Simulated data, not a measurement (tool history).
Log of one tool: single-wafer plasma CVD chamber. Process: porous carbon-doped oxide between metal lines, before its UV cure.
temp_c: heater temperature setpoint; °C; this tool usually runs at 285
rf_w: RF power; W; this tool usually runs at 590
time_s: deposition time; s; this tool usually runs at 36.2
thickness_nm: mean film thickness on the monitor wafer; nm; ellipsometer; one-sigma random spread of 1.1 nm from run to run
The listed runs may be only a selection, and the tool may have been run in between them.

run,day,temp_c,rf_w,time_s,wafers since the last listed run,hours since the last thermocouple change,hours since the last RF generator calibration,hours since the showerhead was replaced,hours since the gauge calibration,"read-back reference wafer on the same gauge, thickness_nm",thickness_nm
1,0.000,282,590,32.5,0,1552.0,1382.4,4631.5,921.4,186.838,209.207
2,2.475,282,590,32.5,1227,1611.4,1441.8,4690.9,980.8,187.325,209.028
3,4.533,282,590,32.5,1020,1660.8,1491.2,4740.3,1030.2,187.690,209.654
4,5.692,285,630,38.7,574,1688.6,1519.0,4768.1,1058.0,188.086,251.850
# day 6.367: gauge calibrated
5,8.400,285,630,38.7,1343,1753.6,1584.0,4833.1,48.8,183.789,246.456
6,10.704,285,630,38.7,1142,1808.9,1639.3,4888.4,104.1,184.004,250.026
7,12.204,285,590,36.2,743,1844.9,1675.3,4924.4,140.1,183.861,222.928
8,14.500,285,590,36.2,1138,1900.0,1730.4,4979.5,195.2,184.115,223.644
9,16.696,285,590,36.2,1089,1952.7,1783.1,5032.2,247.9,183.895,221.342
10,19.158,285,640,36.2,1221,2011.8,1842.2,5091.3,307.0,184.273,233.078
11,20.571,285,640,36.2,700,2045.7,1876.1,5125.2,340.9,184.413,235.737
12,22.633,285,590,36.2,1022,2095.2,1925.6,5174.7,390.4,184.498,223.317
13,25.321,285,590,36.2,1332,2159.7,1990.1,5239.2,454.9,184.649,224.705
14,26.879,285,590,36.2,772,2197.1,2027.5,5276.6,492.3,184.924,223.586
15,31.517,289,590,36.2,2300,2308.4,2138.8,5387.9,603.6,185.447,219.865
16,33.708,285,590,36.2,1087,2361.0,2191.4,5440.5,656.2,185.747,225.224
17,35.358,291,655,38.3,818,2400.6,2231.0,5480.1,695.8,185.827,244.990
18,36.583,285,590,38.8,607,2430.0,2260.4,5509.5,725.2,186.129,241.530
# day 38.408: thermocouple changed; heater temperature recalibrated
19,38.796,285,590,36.2,932,9.3,2313.5,5562.6,778.3,186.252,224.391
20,40.300,285,590,36.2,746,45.4,2349.6,5598.7,814.4,186.660,227.141
# day 42.354: RF generator calibrated
21,42.375,285,690,40.4,863,95.2,0.5,5648.5,864.2,186.817,280.205
22,43.958,285,590,36.2,785,133.2,38.5,5686.5,902.2,187.140,228.614
23,51.654,280,590,33.4,3816,317.9,223.2,5871.2,1086.9,188.782,218.397
24,52.950,299,590,36.2,642,349.0,254.3,5902.3,1118.0,188.868,209.118
# day 53.883: gauge calibrated
25,54.717,297,625,30.2,876,391.4,296.7,5944.7,20.0,183.557,180.506
# day 56.962: showerhead replaced
26,57.254,279,590,30.3,1093,452.3,357.6,7.0,80.9,183.544,193.982
27,59.433,280,550,29.0,1080,504.6,409.9,59.3,133.2,183.846,177.927
28,62.208,271,590,33.1,1376,571.2,476.5,125.9,199.8,183.874,224.370
29,63.504,285,665,32.2,642,602.3,507.6,157.0,230.9,183.962,215.531
30,66.304,293,525,30.5,1388,669.5,574.8,224.2,298.1,184.020,168.758
31,68.638,285,620,39.0,1157,725.5,630.8,280.2,354.1,184.268,248.965
32,69.679,274,680,43.0,516,750.5,655.8,305.2,379.1,184.202,306.095
33,70.733,296,475,36.2,522,775.8,681.1,330.5,404.4,184.251,184.425
34,73.433,271,590,33.1,1339,840.6,745.9,395.3,469.2,184.574,224.043

Alternative continuations, all from the tool just after run 34; predict every row:
A,73.450,294,590,36.2,8,841.0,746.3,395.7,469.6,?,?
B,73.450,285,505,36.2,8,841.0,746.3,395.7,469.6,?,?
C,73.450,278,515,30.2,8,841.0,746.3,395.7,469.6,?,?
D,73.450,274,670,31.5,8,841.0,746.3,395.7,469.6,?,?

run,"read-back reference wafer on the same gauge, thickness_nm",thickness_nm
A,184.596,211.100
B,184.596,202.842
C,184.596,179.772
D,184.596,225.039
Had the tool no hidden state, the same runs would have come out as:
run,thickness_nm
A,209.402
B,201.211
C,178.327
D,223.229
